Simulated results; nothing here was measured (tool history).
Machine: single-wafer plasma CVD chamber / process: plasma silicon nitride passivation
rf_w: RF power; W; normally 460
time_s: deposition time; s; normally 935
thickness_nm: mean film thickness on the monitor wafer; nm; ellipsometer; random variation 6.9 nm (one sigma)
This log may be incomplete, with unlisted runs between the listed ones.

run	hour	rf_w	time_s	read-back reference wafer on the same gauge, thickness_nm	thickness_nm
1	0.0	500	935	1188.885	1461.355
2	14.2	500	935	1189.878	1453.770
3	44.2	460	935	1188.885	1415.114
4	63.3	460	935	1190.381	1417.678
5	81.7	460	935	1192.250	1418.472
6	102.0	460	935	1189.804	1421.259
7	127.4	460	935	1188.118	1432.898
8	152.9	460	935	1189.107	1421.855
9	172.9	390	1075	1190.625	1534.033
10	272.7	390	1075	1191.753	1534.686
11	299.8	440	787	1191.348	1178.695
# hour 333.0: showerhead replaced
12	333.5	440	787	1190.491	1174.785
13	362.2	440	787	1190.675	1177.972
14	394.4	460	1049	1189.406	1607.398
15	430.1	420	935	1189.588	1377.798
16	463.2	420	935	1188.710	1374.288
17	489.9	515	1015	1190.719	1620.610
# hour 506.8: gauge calibrated
18	563.3	515	1015	1189.674	1597.857
19	576.4	460	935	1190.904	1423.038
20	605.6	390	1075	1188.905	1538.410
# hour 682.0: RF generator calibrated
21	682.5	410	1085	1190.005	1615.827
22	701.1	460	935	1188.472	1460.358
23	736.2	530	859	1188.832	1400.376
24	760.3	515	1073	1190.747	1740.505
25	787.7	375	935	1188.779	1349.477
26	821.4	460	761	1190.954	1175.720
27	851.1	460	831	1190.919	1296.352
28	880.9	425	830	1189.262	1253.776
29	910.1	415	794	1189.925	1184.283
30	945.2	460	935	1192.006	1455.371
31	1012.7	460	935	1188.218	1439.606
32	1034.6	405	877	1190.721	1279.396
33	1057.6	530	792	1189.147	1284.210
34	1149.5	385	935	1188.846	1338.045
35	1171.1	405	935	1190.106	1368.474
36	1189.5	485	996	1191.006	1559.813
37	1204.2	500	1074	1190.760	1693.745
38	1235.8	540	1039	1188.428	1684.379
# hour 1254.0: gauge calibrated
39	1256.0	460	935	1191.084	1434.684
40	1279.3	460	935	1188.524	1428.056
41	1303.2	500	783	1188.399	1222.735
42	1331.5	495	994	1190.413	1552.940

Below, each run's measurement less what the same run would have read without the hidden state. Both values contain the same run-to-run variation, but the gauge's scatter may not be the same in both:
The tool's hidden condition here consists of: delivered RF power above the setpoint (%); gauge reads high (%).
run	thickness_nm
1	-40.777
2	-40.714
3	-39.924
4	-40.177
5	-40.367
6	-40.625
7	-41.175
8	-41.066
9	-44.475
10	-45.256
11	-34.901
12	-34.953
13	-35.183
14	-48.207
15	-41.498
16	-41.547
17	-49.133
18	-48.790
19	-43.503
20	-47.150
21	-3.669
22	-4.712
23	-6.944
24	-10.610
25	-9.904
26	-10.343
27	-12.991
28	-14.035
29	-14.555
30	-19.712
31	-22.701
32	-21.034
33	-21.987
34	-26.229
35	-27.554
36	-32.090
37	-35.423
38	-36.417
39	-31.638
40	-32.180
41	-28.134
42	-36.569
